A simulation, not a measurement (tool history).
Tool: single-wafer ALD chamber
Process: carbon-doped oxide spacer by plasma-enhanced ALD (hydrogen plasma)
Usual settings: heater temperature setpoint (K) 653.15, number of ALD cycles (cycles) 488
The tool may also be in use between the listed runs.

run	hour	heater temperature setpoint (K)	number of ALD cycles (cycles)	wafers since the last listed run	hours since the last thermocouple change	hours since the gauge calibration	read-back reference wafer on the same gauge, thickness_nm	mean film thickness on the monitor wafer (angstrom)
1	0	653.15	488	0	1540.8	244.6	24.153	266.08
2	20.2	653.15	488	18	1561	264.8	24.133	265.22
3	41.8	653.15	488	19	1582.6	286.4	24.108	264.4
4	57.8	653.15	488	14	1598.6	302.4	24.09	264.01
5	70.6	642.15	488	11	1611.4	315.2	24.059	264.47
6	91.9	642.15	488	19	1632.7	336.5	24.085	265.1
7	107.8	653.15	488	14	1648.6	352.4	24.072	263.53
8	139.1	653.15	542	28	1679.9	383.7	24.017	293.94
9	152.3	653.15	419	12	1693.1	396.9	24.06	226.76
10	175	653.15	488	20	1715.8	419.6	24.033	263.88
11	187.2	659.15	580	11	1728	431.8	23.989	313.61
# hour 201.6: gauge calibrated
12	217.5	662.15	561	28	1758.3	15.9	24.215	306.45
# hour 229.4: thermocouple changed; heater temperature recalibrated
13	250.7	639.15	488	23	21.3	49.1	24.217	265.48
14	269.6	661.15	488	17	40.2	68	24.181	265.15
15	292.1	653.15	397	20	62.7	90.5	24.194	216.42
16	379.1	653.15	488	80	149.7	177.5	24.133	265.06
17	472.8	653.15	551	86	243.4	271.2	24.045	298
18	491.5	641.15	488	17	262.1	289.9	24.013	264.64
19	517.4	645.15	516	23	288	315.8	24	277.84

4 ways to go on from here, each from the tool as it stands after run 19. What would each give?
A	518.5	646.15	488	1	289.1	316.9	?	?
B	518.5	664.15	556	1	289.1	316.9	?	?
C	518.5	640.15	521	1	289.1	316.9	?	?
D	518.5	653.15	555	1	289.1	316.9	?	?

run	read-back reference wafer on the same gauge, thickness_nm	mean film thickness on the monitor wafer (angstrom)
A	24.004	263.64
B	24.004	300.38
C	24.004	281.47
D	24.004	299.84
Without the tool's hidden state the same runs would have given:
run	mean film thickness on the monitor wafer (angstrom)
A	266.87
B	304.05
C	284.91
D	303.51
